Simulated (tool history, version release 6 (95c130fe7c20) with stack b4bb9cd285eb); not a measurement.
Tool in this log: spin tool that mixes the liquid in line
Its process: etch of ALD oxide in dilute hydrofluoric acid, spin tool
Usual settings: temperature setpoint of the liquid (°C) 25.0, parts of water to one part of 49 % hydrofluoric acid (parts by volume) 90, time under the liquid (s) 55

run     day  temperature setpoint of the liquid (°C)  parts of water to one part of 49 % hydrofluoric acid (parts by volume)  time under the liquid (s)  read-back film thickness of the ALD oxide reference wafer, read on the same gauge (nm)  thickness taken off the ALD oxide on a monitor wafer (Å)
  1   0.000                                     25.0                                                                      90                         80                                                                                  110.01                                                     105.6
  2   1.208                                     25.0                                                                      90                         55                                                                                  109.98                                                      72.7
  3   2.133                                     25.0                                                                      90                         55                                                                                  110.01                                                      73.8
  4   3.038                                     25.0                                                                      90                         55                                                                                  110.01                                                      73.0
  5   4.242                                     25.0                                                                      90                         55                                                                                  110.01                                                      73.4
  6   5.367                                     25.0                                                                      90                         55                                                                                  109.98                                                      74.8
  7   6.729                                     25.0                                                                      90                         55                                                                                  110.00                                                      74.5
  8   7.292                                     25.0                                                                      90                         55                                                                                  110.00                                                      74.7
      9.350  -- gauge calibrated
      9.862  -- hydrofluoric acid flow meter replaced
  9  11.225                                     25.0                                                                      90                         55                                                                                  110.00                                                      69.0
 10  11.975                                     25.0                                                                      90                         55                                                                                  110.00                                                      68.2
 11  12.625                                     25.0                                                                     110                         35                                                                                  109.99                                                      35.5
 12  13.808                                     25.0                                                                     110                         35                                                                                  110.00                                                      35.7
 13  14.471                                     22.0                                                                      90                         55                                                                                  110.00                                                      61.5
 14  15.846                                     29.5                                                                     135                         70                                                                                  109.99                                                      66.0
 15  17.167                                     25.0                                                                      60                         55                                                                                  110.02                                                     110.1
 16  21.379                                     22.5                                                                      70                         30                                                                                  110.00                                                      47.1
 17  21.917                                     25.0                                                                      90                         55                                                                                  109.99                                                      72.9
 18  22.788                                     29.5                                                                     105                         90                                                                                  109.99                                                     119.0
 19  23.958                                     25.0                                                                      90                         55                                                                                  109.99                                                      72.6
 20  24.600                                     20.5                                                                     105                         75                                                                                  110.00                                                      71.4
 21  25.721                                     22.5                                                                      70                         30                                                                                  110.00                                                      48.2
 22  26.312                                     25.0                                                                      90                         55                                                                                  109.99                                                      74.3
 23  26.875                                     25.0                                                                      90                         55                                                                                  110.01                                                      73.8
 24  27.554                                     21.0                                                                     105                         35                                                                                  110.01                                                      34.5
 25  28.346                                     25.0                                                                      90                         55                                                                                  110.01                                                      75.6
     29.200  -- thermometer replaced
 26  29.554                                     25.0                                                                      90                         55                                                                                  110.02                                                      70.6
 27  30.696                                     25.0                                                                     130                         55                                                                                  109.98                                                      46.9
 28  31.854                                     25.0                                                                      65                         90                                                                                  110.00                                                     162.9
 29  32.950                                     25.0                                                                      90                         90                                                                                  110.00                                                     117.4
 30  33.879                                     28.0                                                                      80                         30                                                                                  110.00                                                      49.9
 31  34.904                                     22.5                                                                      55                         85                                                                                  109.99                                                     171.1
 32  35.725                                     21.5                                                                      65                         70                                                                                  110.01                                                     111.7
 33  36.967                                     25.0                                                                      90                         55                                                                                  109.98                                                      71.8
 34  38.404                                     25.0                                                                     105                         55                                                                                  109.99                                                      60.9
 35  39.071                                     22.0                                                                      50                         65                                                                                  110.01                                                     143.5
 36  40.238                                     27.5                                                                     115                         55                                                                                  109.98                                                      62.0

Had the tool no unlogged condition, and each run kept its random variation, what would the results have been?
Hidden conditions of the tool in this case: liquid hotter than its thermometer reads (K); hydrofluoric acid flow above the setpoint (%); gauge reads high (%).
run  thickness taken off the ALD oxide on a monitor wafer (Å)
  1                                                      92.4
  2                                                      63.2
  3                                                      63.9
  4                                                      62.9
  5                                                      62.9
  6                                                      63.7
  7                                                      63.0
  8                                                      63.1
  9                                                      63.6
 10                                                      62.6
 11                                                      32.5
 12                                                      32.5
 13                                                      55.6
 14                                                      59.7
 15                                                      98.3
 16                                                      41.2
 17                                                      63.7
 18                                                     103.8
 19                                                      62.7
 20                                                      61.3
 21                                                      41.2
 22                                                      63.5
 23                                                      62.8
 24                                                      29.3
 25                                                      63.9
 26                                                      64.3
 27                                                      42.4
 28                                                     146.9
 29                                                     105.1
 30                                                      44.5
 31                                                     152.1
 32                                                      98.8
 33                                                      63.0
 34                                                      53.1
 35                                                     125.2
 36                                                      53.5
